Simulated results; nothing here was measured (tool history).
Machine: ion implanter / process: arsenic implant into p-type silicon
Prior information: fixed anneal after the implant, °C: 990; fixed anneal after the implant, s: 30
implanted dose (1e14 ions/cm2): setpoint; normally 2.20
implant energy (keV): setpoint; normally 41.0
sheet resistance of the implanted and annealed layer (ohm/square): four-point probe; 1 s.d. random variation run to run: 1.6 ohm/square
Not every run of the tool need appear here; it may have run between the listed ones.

run	hour	implanted dose (1e14 ions/cm2)	implant energy (keV)	read-back reference wafer on the same gauge, sheet resistance	sheet resistance of the implanted and annealed layer (ohm/square)
1	0.0	2.20	41.0	388.83	317.74
# hour 38.8: Faraday cup replaced and dose calibrated
2	74.6	2.05	41.0	388.51	349.10
3	180.8	2.05	41.0	389.34	346.60
4	231.7	2.05	41.0	389.06	346.45
5	313.7	2.68	41.0	388.73	278.99
6	360.2	2.20	41.0	389.07	323.19
7	398.7	2.20	41.0	389.05	324.32
8	448.0	2.20	41.0	389.28	325.24
9	532.2	2.20	41.0	388.67	318.83
10	615.0	2.20	41.0	389.15	319.13
# hour 717.1: Faraday cup replaced and dose calibrated
11	717.6	1.98	41.0	388.86	360.93
12	803.3	2.53	46.5	388.75	294.00
13	846.8	2.53	46.5	389.11	294.13
14	905.3	1.83	41.0	389.18	375.33
15	944.7	2.20	28.5	389.06	348.66
# hour 955.1: extraction supply calibrated
16	1184.5	1.56	55.0	388.97	395.76
17	1265.6	2.20	30.5	388.85	338.83
18	1334.9	2.20	41.0	389.30	325.09
19	1432.6	2.20	41.0	389.10	323.46
# hour 1507.8: Faraday cup replaced and dose calibrated
20	1532.2	2.02	50.0	389.14	341.08
21	1578.4	1.95	37.5	388.97	368.57
22	1639.5	1.98	47.0	389.13	351.01
23	1691.8	2.45	28.0	389.06	322.87
24	1771.4	2.63	44.5	389.07	285.95
25	1845.3	2.20	41.0	389.01	329.17
# hour 1908.2: gauge calibrated
26	1922.9	1.63	41.0	388.89	403.56
27	1974.6	1.61	41.0	388.80	406.97
28	2040.4	2.43	28.0	389.15	319.78
29	2095.1	1.81	41.0	388.58	374.78
30	2174.1	1.60	36.5	389.12	415.58
31	2214.7	2.59	41.0	388.78	285.46
# hour 2275.5: Faraday cup replaced and dose calibrated
32	2281.9	2.40	50.0	389.04	298.29
33	2370.8	1.93	33.5	388.73	374.82
34	2422.5	2.54	52.5	389.17	283.67
35	2528.5	1.89	33.0	388.92	374.93
36	2599.1	1.89	33.0	389.16	377.98

For each run, what was the tool's unlogged condition?
deviation of the true energy from its setpoint, %: 0 in every run
gauge reads high (%): 0 in every run
H1: deviation of the true dose from the Faraday cup's reading, %
run	H1
1	4.83
2	1.31
3	1.99
4	2.32
5	2.85
6	3.15
7	3.4
8	3.71
9	4.26
10	4.79
11	-0.912
12	-0.359
13	-0.0784
14	0.299
15	0.553
16	2.1
17	2.62
18	3.07
19	3.7
20	-0.502
21	-0.204
22	0.19
23	0.528
24	1.04
25	1.52
26	2.02
27	2.35
28	2.78
29	3.13
30	3.64
31	3.9
32	0.574
33	1.15
34	1.48
35	2.17
36	2.62
